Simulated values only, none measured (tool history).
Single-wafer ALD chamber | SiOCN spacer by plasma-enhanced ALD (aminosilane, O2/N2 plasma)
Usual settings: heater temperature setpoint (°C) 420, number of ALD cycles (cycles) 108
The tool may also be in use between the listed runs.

run	day	heater temperature setpoint (°C)	number of ALD cycles (cycles)	wafers since the last listed run	hours since the last thermocouple change	hours since the gauge calibration	read-back reference wafer on the same gauge, thickness_nm	mean film thickness on the monitor wafer (nm)
1	0.000	414	108	0	2055.0	138.6	6.551	5.695
# day 0.642: gauge calibrated
2	0.696	414	108	54	2071.7	1.3	6.549	5.737
3	1.392	420	117	54	2088.4	18.0	6.553	6.031
4	1.896	420	117	39	2100.5	30.1	6.547	6.048
5	2.171	420	117	21	2107.1	36.7	6.553	6.035
6	2.458	420	98	22	2114.0	43.6	6.557	5.060
7	2.762	420	98	24	2121.3	50.9	6.550	5.053
8	3.183	420	108	33	2131.4	61.0	6.551	5.566
9	3.554	420	108	29	2140.3	69.9	6.551	5.600
# day 3.912: thermocouple changed; heater temperature recalibrated
10	3.946	420	108	4	0.8	79.3	6.550	5.582
11	4.425	416	108	37	12.3	90.8	6.548	5.680
12	4.950	412	102	41	24.9	103.4	6.547	5.446
13	5.508	426	94	44	38.3	116.8	6.546	4.754
14	5.979	420	127	37	49.6	128.1	6.546	6.566
15	6.517	420	87	42	62.5	141.0	6.557	4.503
16	6.788	407	96	21	69.0	147.5	6.549	5.215
# day 6.979: gauge calibrated
17	7.358	412	93	45	82.7	9.1	6.550	4.936
18	7.888	426	121	41	95.4	21.8	6.552	6.128
19	8.188	426	121	23	102.6	29.0	6.554	6.086
20	9.712	414	108	120	139.2	65.6	6.550	5.712

The next listed run, before its measurement:
21	10.438	426	121	57	156.6	83.0	?	?

{"run 21": {"read-back reference wafer on the same gauge, thickness_nm": 6.555, "mean film thickness on the monitor wafer (nm)": 6.117}}
Without the tool's hidden state the same run would have given mean film thickness on the monitor wafer (nm) 6.117.

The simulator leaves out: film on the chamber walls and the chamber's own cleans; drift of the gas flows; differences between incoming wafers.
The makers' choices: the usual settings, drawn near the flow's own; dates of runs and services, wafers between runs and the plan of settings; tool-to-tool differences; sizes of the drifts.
